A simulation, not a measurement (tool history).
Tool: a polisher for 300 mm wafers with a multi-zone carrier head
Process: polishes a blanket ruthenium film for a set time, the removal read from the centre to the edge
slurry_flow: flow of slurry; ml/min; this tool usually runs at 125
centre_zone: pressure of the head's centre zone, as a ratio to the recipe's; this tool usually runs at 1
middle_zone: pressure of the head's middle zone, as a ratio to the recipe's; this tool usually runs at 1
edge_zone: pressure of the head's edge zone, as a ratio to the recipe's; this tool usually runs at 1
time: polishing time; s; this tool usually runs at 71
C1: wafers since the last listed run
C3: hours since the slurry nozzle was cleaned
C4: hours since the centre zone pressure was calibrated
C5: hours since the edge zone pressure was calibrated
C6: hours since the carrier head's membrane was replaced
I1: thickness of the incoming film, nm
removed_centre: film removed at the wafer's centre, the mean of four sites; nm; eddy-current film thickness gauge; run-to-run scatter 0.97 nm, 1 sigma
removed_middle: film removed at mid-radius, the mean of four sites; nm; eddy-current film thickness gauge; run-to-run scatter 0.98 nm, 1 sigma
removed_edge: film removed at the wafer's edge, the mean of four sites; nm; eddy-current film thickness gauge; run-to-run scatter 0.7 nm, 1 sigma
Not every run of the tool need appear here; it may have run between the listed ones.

run 1 hour=0 | slurry_flow=125 centre_zone=1 middle_zone=1 edge_zone=1 time=87 | C1=0 wafers_polished_on_this_pad=3640 C3=523.1 C4=593.5 C5=952.4 C6=342.6 | I1=339.3 | removed_centre=81.4 removed_middle=83.5 removed_edge=82.7
-- hour=20.6 slurry nozzle cleaned
run 2 hour=79.6 | slurry_flow=125 centre_zone=1 middle_zone=1 edge_zone=1 time=87 | C1=1160 wafers_polished_on_this_pad=4801 C3=59 C4=673.1 C5=1032 C6=422.2 | I1=341.5 | removed_centre=80.7 removed_middle=84.5 removed_edge=84.4
-- hour=129 worn pad replaced by a new one
run 3 hour=145.3 | slurry_flow=125 centre_zone=1 middle_zone=1 edge_zone=1 time=80 | C1=910 wafers_polished_on_this_pad=241 C3=124.7 C4=738.8 C5=1097.7 C6=487.9 | I1=341.1 | removed_centre=73.2 removed_middle=78.1 removed_edge=76.7
run 4 hour=222.2 | slurry_flow=125 centre_zone=1 middle_zone=1 edge_zone=1 time=80 | C1=1135 wafers_polished_on_this_pad=1376 C3=201.6 C4=815.7 C5=1174.6 C6=564.8 | I1=337.9 | removed_centre=74.8 removed_middle=77.2 removed_edge=78.1
-- hour=302.7 carrier head's membrane replaced by a new one
-- hour=439.2 edge zone pressure recalibrated
-- hour=507.3 slurry nozzle cleaned
-- hour=542.8 worn pad replaced by a new one
run 5 hour=545.1 | slurry_flow=125 centre_zone=1 middle_zone=1 edge_zone=1 time=80 | C1=4589 wafers_polished_on_this_pad=34 C3=37.8 C4=1138.6 C5=105.9 C6=242.4 | I1=343.8 | removed_centre=70.7 removed_middle=77.6 removed_edge=77.9
run 6 hour=601.5 | slurry_flow=125 centre_zone=1 middle_zone=1 edge_zone=1 time=71 | C1=832 wafers_polished_on_this_pad=867 C3=94.2 C4=1195 C5=162.3 C6=298.8 | I1=340.3 | removed_centre=65.4 removed_middle=66.3 removed_edge=69
run 7 hour=646.9 | slurry_flow=125 centre_zone=1 middle_zone=1 edge_zone=1 time=71 | C1=670 wafers_polished_on_this_pad=1537 C3=139.6 C4=1240.4 C5=207.7 C6=344.2 | I1=344.8 | removed_centre=66.2 removed_middle=68.2 removed_edge=68.1
run 8 hour=702.3 | slurry_flow=125 centre_zone=1 middle_zone=1 edge_zone=1 time=71 | C1=817 wafers_polished_on_this_pad=2355 C3=195 C4=1295.8 C5=263.1 C6=399.6 | I1=341.1 | removed_centre=64.6 removed_middle=69.1 removed_edge=67.8
run 9 hour=770.8 | slurry_flow=125 centre_zone=0.93 middle_zone=1 edge_zone=1 time=71 | C1=1011 wafers_polished_on_this_pad=3366 C3=263.5 C4=1364.3 C5=331.6 C6=468.1 | I1=335.3 | removed_centre=60.2 removed_middle=69.6 removed_edge=67.3
-- hour=785.4 centre zone pressure recalibrated
run 10 hour=828.8 | slurry_flow=125 centre_zone=1 middle_zone=1 edge_zone=1 time=56 | C1=826 wafers_polished_on_this_pad=4193 C3=321.5 C4=43.4 C5=389.6 C6=526.1 | I1=338 | removed_centre=51.6 removed_middle=54.6 removed_edge=53.5
run 11 hour=916 | slurry_flow=125 centre_zone=1 middle_zone=1 edge_zone=0.95 time=94 | C1=1287 wafers_polished_on_this_pad=5480 C3=408.7 C4=130.6 C5=476.8 C6=613.3 | I1=336.5 | removed_centre=92.1 removed_middle=90.5 removed_edge=87.8
-- hour=921.3 slurry nozzle cleaned
-- hour=923.5 carrier head's membrane replaced by a new one
-- hour=964.6 worn pad replaced by a new one
run 12 hour=986.5 | slurry_flow=165 centre_zone=1.08 middle_zone=1 edge_zone=0.89 time=71 | C1=934 wafers_polished_on_this_pad=323 C3=65.2 C4=201.1 C5=547.3 C6=63 | I1=339.5 | removed_centre=74.1 removed_middle=72.7 removed_edge=66.9
run 13 hour=1039 | slurry_flow=125 centre_zone=1 middle_zone=1 edge_zone=1 time=87 | C1=775 wafers_polished_on_this_pad=1098 C3=117.7 C4=253.6 C5=599.8 C6=115.5 | I1=338.1 | removed_centre=81.9 removed_middle=85.7 removed_edge=82.9
run 14 hour=1108.7 | slurry_flow=125 centre_zone=1 middle_zone=1 edge_zone=1.12 time=71 | C1=1029 wafers_polished_on_this_pad=2127 C3=187.4 C4=323.3 C5=669.5 C6=185.2 | I1=342.9 | removed_centre=65.2 removed_middle=69.5 removed_edge=72.8
run 15 hour=1192 | slurry_flow=125 centre_zone=1 middle_zone=1 edge_zone=1 time=71 | C1=1229 wafers_polished_on_this_pad=3357 C3=270.7 C4=406.6 C5=752.8 C6=268.5 | I1=345 | removed_centre=65.6 removed_middle=67.2 removed_edge=68.5
run 16 hour=1261.6 | slurry_flow=125 centre_zone=1 middle_zone=1 edge_zone=1 time=71 | C1=1027 wafers_polished_on_this_pad=4384 C3=340.3 C4=476.2 C5=822.4 C6=338.1 | I1=337.9 | removed_centre=66.1 removed_middle=69.7 removed_edge=67.1
run 17 hour=1300.4 | slurry_flow=125 centre_zone=0.94 middle_zone=0.93 edge_zone=1 time=71 | C1=572 wafers_polished_on_this_pad=4957 C3=379.1 C4=515 C5=861.2 C6=376.9 | I1=340.2 | removed_centre=64.1 removed_middle=65.2 removed_edge=68.2
-- hour=1364.3 slurry nozzle cleaned
-- hour=1377.3 worn pad replaced by a new one
run 18 hour=1385.3 | slurry_flow=125 centre_zone=1 middle_zone=1 edge_zone=1 time=71 | C1=1179 wafers_polished_on_this_pad=117 C3=21 C4=599.9 C5=946.1 C6=461.8 | I1=343.5 | removed_centre=67 removed_middle=69.4 removed_edge=68
run 19 hour=1422.3 | slurry_flow=155 centre_zone=0.96 middle_zone=0.92 edge_zone=1 time=71 | C1=546 wafers_polished_on_this_pad=663 C3=58 C4=636.9 C5=983.1 C6=498.8 | I1=334.2 | removed_centre=67.1 removed_middle=65.5 removed_edge=71
-- hour=1447 carrier head's membrane replaced by a new one
run 20 hour=1509.8 | slurry_flow=125 centre_zone=1 middle_zone=1 edge_zone=1 time=80 | C1=1217 wafers_polished_on_this_pad=1881 C3=145.5 C4=724.4 C5=1070.6 C6=62.8 | I1=342.9 | removed_centre=74.7 removed_middle=77.6 removed_edge=77.9
-- hour=1530.8 edge zone pressure recalibrated
run 21 hour=1581 | slurry_flow=125 centre_zone=1 middle_zone=1 edge_zone=1 time=58 | C1=1021 wafers_polished_on_this_pad=2903 C3=216.7 C4=795.6 C5=50.2 C6=134 | I1=339.4 | removed_centre=53.2 removed_middle=55.8 removed_edge=56.7
run 22 hour=1628.2 | slurry_flow=125 centre_zone=1 middle_zone=0.95 edge_zone=0.93 time=71 | C1=696 wafers_polished_on_this_pad=3600 C3=263.9 C4=842.8 C5=97.4 C6=181.2 | I1=335.6 | removed_centre=65.3 removed_middle=65.1 removed_edge=66.4
run 23 hour=1709.1 | slurry_flow=125 centre_zone=1 middle_zone=1 edge_zone=1 time=71 | C1=1194 wafers_polished_on_this_pad=4794 C3=344.8 C4=923.7 C5=178.3 C6=262.1 | I1=343.3 | removed_centre=65.6 removed_middle=68.6 removed_edge=69.1

Run-by-run hidden state of the tool:
removal rate lost through wear of the pad, %: 0, the same for each run
slurry flow missing at the pad, %: 0, the same for each run
deviation of the edge zone's pressure from its setpoint, %: 0, the same for each run
H1: deviation of the centre zone's pressure from its setpoint, %
run=1 H1=-1.14
run=2 H1=-1.56
run=3 H1=-1.95
run=4 H1=-2.45
run=5 H1=-5.1
run=6 H1=-5.65
run=7 H1=-6.12
run=8 H1=-6.71
run=9 H1=-7.47
run=10 H1=0.407
run=11 H1=0.343
run=12 H1=0.245
run=13 H1=0.145
run=14 H1=-0.0241
run=15 H1=-0.279
run=16 H1=-0.537
run=17 H1=-0.699
run=18 H1=-1.1
run=19 H1=-1.29
run=20 H1=-1.79
run=21 H1=-2.24
run=22 H1=-2.57
run=23 H1=-3.17
